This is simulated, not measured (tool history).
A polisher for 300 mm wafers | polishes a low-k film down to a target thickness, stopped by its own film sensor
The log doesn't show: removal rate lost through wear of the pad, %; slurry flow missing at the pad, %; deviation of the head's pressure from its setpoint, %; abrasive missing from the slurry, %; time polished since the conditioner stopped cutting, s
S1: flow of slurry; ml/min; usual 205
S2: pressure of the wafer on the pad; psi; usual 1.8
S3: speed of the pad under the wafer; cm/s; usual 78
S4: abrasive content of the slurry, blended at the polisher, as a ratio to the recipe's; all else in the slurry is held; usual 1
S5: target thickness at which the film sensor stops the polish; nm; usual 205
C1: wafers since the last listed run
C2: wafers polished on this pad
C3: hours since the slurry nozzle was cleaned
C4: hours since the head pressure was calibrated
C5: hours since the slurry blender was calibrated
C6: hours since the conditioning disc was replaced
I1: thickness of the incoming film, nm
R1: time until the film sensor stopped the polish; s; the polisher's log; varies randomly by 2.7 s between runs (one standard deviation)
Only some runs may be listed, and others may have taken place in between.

run    hour   S1   S2  S3    S4   S5    C1    C2     C3     C4     C5     C6     I1     R1
  1       0  205  1.8  78     1  205     0  3830  178.8  616.6  429.8  172.9  247.1    168
        9.2  -- head pressure recalibrated
  2   105.4  205  1.8  78   0.8  205   605  4435  284.2   96.2  535.2  278.3  249.4  218.6
      144.4  -- worn pad replaced by a new one
  3   146.9  205  1.8  78   0.8  205   219    14  325.7  137.7  576.7  319.8  249.6  186.2
  4     187  205  1.8  78   0.8  205   234   249  365.8  177.8  616.8  359.9  249.9  191.8
      239.5  -- slurry blender recalibrated
  5   261.7  180  1.8  98     1  205   425   675  440.5  252.5   22.2  434.6  245.8    140
  6   317.4  205  1.8  78     1  205   326  1001  496.2  308.2   77.9  490.3  246.5  161.4
  7   378.9  230  1.8  78     1  205   360  1361  557.7  369.7  139.4  551.8  254.7  193.9
  8     428  205  1.8  78     1  205   287  1649  606.8  418.8  188.5  600.9  250.6  176.8
  9   512.8  205  1.8  88     1  205   496  2145  691.6  503.6  273.3  685.7  251.2    178
      522.1  -- conditioning disc replaced and pad reconditioned
      529.2  -- slurry nozzle cleaned
      688.8  -- head pressure recalibrated
      756.2  -- worn pad replaced by a new one
 10   765.2  205  1.8  86     1  192  1425    52    236   76.4  525.7  243.1    245  181.1
 11   825.8  205  2.2  78     1  205   354   407  296.6    137  586.3  303.7  249.5  132.5
      875.5  -- slurry blender recalibrated
 12   920.4  205  1.8  78     1  205   542   950  391.2  231.6   44.9  398.3  254.8    189
 13   980.4  205  1.8  78     1  195   351  1301  451.2  291.6  104.9  458.3  248.9  205.9
 14  1068.6  205  2.1  86  0.75  218   516  1818  539.4  379.8  193.1  546.5  247.8  119.6
     1124.9  -- conditioning disc replaced and pad reconditioned
 15  1125.4  205  2.3  78     1  205   320  2139  596.2  436.6  249.9    0.5  251.6    150
 16  1186.7  205  1.8  90     1  219   359  2498  657.5  497.9  311.2   61.8    251  125.3
     1197.5  -- slurry nozzle cleaned
 17  1289.1  205  1.3  92     1  205   593  3092   91.6  600.3  413.6  164.2  250.3  225.6
       1315  -- head pressure recalibrated
 18  1365.4  205  1.8  78  0.75  195   435  3527  167.9   50.4  489.9  240.5  249.8  281.3
 19    1421  205  2.3  60     1  205   325  3853  223.5    106  545.5  296.1  251.8  175.2
     1463.7  -- worn pad replaced by a new one
 20  1464.2  160  2.4  78     1  205   229     3  266.7  149.2  588.7  339.3  251.8  132.5
     1612.9  -- slurry blender recalibrated
 21  1725.1  245  1.8  78   0.7  200  1516  1519  527.6  410.1  112.2  600.2  246.3  231.7
     1739.9  -- conditioning disc replaced and pad reconditioned
 22    1826  205  2.4  78  1.25  190   579  2099  628.5    511  213.1   86.1  250.3  166.7
 23  1880.4  205  1.8  98     1  205   318  2417  682.9  565.4  267.5  140.5  249.6  167.6
     1920.4  -- slurry nozzle cleaned
     1944.6  -- head pressure recalibrated
 24  1969.1  205  1.8  90  0.75  205   501  2919   48.7   24.5  356.2  229.2    251  211.7
 25  2030.8  205  2.1  86     1  205   361  3281  110.4   86.2  417.9  290.9  251.9  150.9
     2095.8  -- worn pad replaced by a new one
 26  2105.7  205  1.8  78  0.75  205   415    57  185.3  161.1  492.8  365.8  245.8    177

Forecast each of these 3 alternatives for the next run:
  A  2106.2  240  1.8  78     1  205   2  60  185.8  161.6  493.3  366.3  246.4   ?
  B  2106.2  205    2  90  0.75  213   2  60  185.8  161.6  493.3  366.3  246.4   ?
  C  2106.2  205  2.1  78     1  205   2  60  185.8  161.6  493.3  366.3  246.4   ?

run     R1
  A  143.3
  B  122.7
  C  126.3
Had the tool no hidden state, the same runs would have come out as:
run     R1
  A    141
  B  120.6
  C  124.2

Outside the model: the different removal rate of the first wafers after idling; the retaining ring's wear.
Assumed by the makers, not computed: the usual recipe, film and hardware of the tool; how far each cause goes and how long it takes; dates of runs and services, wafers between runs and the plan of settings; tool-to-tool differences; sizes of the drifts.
